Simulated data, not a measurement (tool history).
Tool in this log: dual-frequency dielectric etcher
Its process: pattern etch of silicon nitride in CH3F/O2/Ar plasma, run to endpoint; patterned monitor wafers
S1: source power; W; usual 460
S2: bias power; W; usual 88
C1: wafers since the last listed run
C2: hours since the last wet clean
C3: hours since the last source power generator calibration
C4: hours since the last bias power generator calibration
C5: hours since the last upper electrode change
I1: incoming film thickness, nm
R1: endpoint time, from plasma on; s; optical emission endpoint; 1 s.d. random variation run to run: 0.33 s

| run | hour | S1 | S2 | C1 | C2 | C3 | C4 | C5 | I1 | R1 |
|---|---|---|---|---|---|---|---|---|---|---|
| 1 | 0.0 | 460 | 88 | 0 | 420.9 | 2947.6 | 3045.7 | 3918.6 | 37.04 | 48.1 |
|  | 38.5 | wet clean of the chamber |
| 2 | 39.0 | 520 | 105 | 138 | 0.5 | 2986.6 | 3084.7 | 3957.6 | 36.87 | 42.9 |
| 3 | 76.3 | 520 | 105 | 345 | 37.8 | 3023.9 | 3122.0 | 3994.9 | 37.16 | 43.4 |
| 4 | 137.6 | 500 | 99 | 567 | 99.1 | 3085.2 | 3183.3 | 4056.2 | 36.60 | 44.5 |
| 5 | 165.7 | 460 | 93 | 260 | 127.2 | 3113.3 | 3211.4 | 4084.3 | 36.89 | 47.4 |
| 6 | 213.6 | 390 | 88 | 443 | 175.1 | 3161.2 | 3259.3 | 4132.2 | 37.18 | 50.4 |
| 7 | 384.5 | 390 | 88 | 1582 | 346.0 | 3332.1 | 3430.2 | 4303.1 | 36.86 | 49.6 |
| 8 | 437.4 | 460 | 88 | 489 | 398.9 | 3385.0 | 3483.1 | 4356.0 | 36.79 | 48.3 |
|  | 528.0 | bias power generator calibrated |
|  | 562.5 | wet clean of the chamber |
| 9 | 629.0 | 460 | 88 | 1515 | 66.5 | 3576.6 | 101.0 | 4547.6 | 36.91 | 47.9 |
|  | 666.3 | upper electrode replaced |
| 10 | 678.3 | 460 | 88 | 234 | 115.8 | 3625.9 | 150.3 | 12.0 | 37.55 | 48.4 |
| 11 | 744.0 | 460 | 67 | 608 | 181.5 | 3691.6 | 216.0 | 77.7 | 37.25 | 52.6 |
|  | 773.3 | source power generator calibrated |
| 12 | 796.8 | 350 | 76 | 452 | 234.3 | 23.5 | 268.8 | 130.5 | 37.08 | 55.0 |
| 13 | 855.3 | 400 | 109 | 541 | 292.8 | 82.0 | 327.3 | 189.0 | 37.10 | 47.0 |
| 14 | 922.9 | 490 | 88 | 626 | 360.4 | 149.6 | 394.9 | 256.6 | 37.35 | 47.2 |
| 15 | 980.4 | 460 | 88 | 532 | 417.9 | 207.1 | 452.4 | 314.1 | 36.84 | 47.7 |
| 16 | 1015.3 | 540 | 106 | 323 | 452.8 | 242.0 | 487.3 | 349.0 | 37.50 | 43.4 |
| 17 | 1056.7 | 390 | 101 | 383 | 494.2 | 283.4 | 528.7 | 390.4 | 37.13 | 48.7 |
|  | 1089.5 | wet clean of the chamber |
| 18 | 1107.1 | 520 | 68 | 244 | 17.6 | 333.8 | 579.1 | 440.8 | 36.99 | 49.9 |
| 19 | 1166.3 | 350 | 81 | 548 | 76.8 | 393.0 | 638.3 | 500.0 | 36.78 | 53.0 |
| 20 | 1218.4 | 460 | 96 | 482 | 128.9 | 445.1 | 690.4 | 552.1 | 36.98 | 45.9 |
| 21 | 1246.2 | 460 | 88 | 257 | 156.7 | 472.9 | 718.2 | 579.9 | 36.92 | 48.4 |

How the hidden state differs across the entries between the runs, from the last listed run before each to the first after it:
Between runs 1 and 2: wet clean of the chamber (hour 38.5)
  no difference in the tool's unlogged condition between these two runs
Between runs 8 and 9: bias power generator calibrated (hour 528.0); wet clean of the chamber (hour 562.5)
  no difference in the tool's unlogged condition between these two runs
Between runs 9 and 10: upper electrode replaced (hour 666.3)
  no difference in the tool's unlogged condition between these two runs
Between runs 11 and 12: source power generator calibrated (hour 773.3)
  no difference in the tool's unlogged condition between these two runs
Between runs 17 and 18: wet clean of the chamber (hour 1089.5)
  no difference in the tool's unlogged condition between these two runs

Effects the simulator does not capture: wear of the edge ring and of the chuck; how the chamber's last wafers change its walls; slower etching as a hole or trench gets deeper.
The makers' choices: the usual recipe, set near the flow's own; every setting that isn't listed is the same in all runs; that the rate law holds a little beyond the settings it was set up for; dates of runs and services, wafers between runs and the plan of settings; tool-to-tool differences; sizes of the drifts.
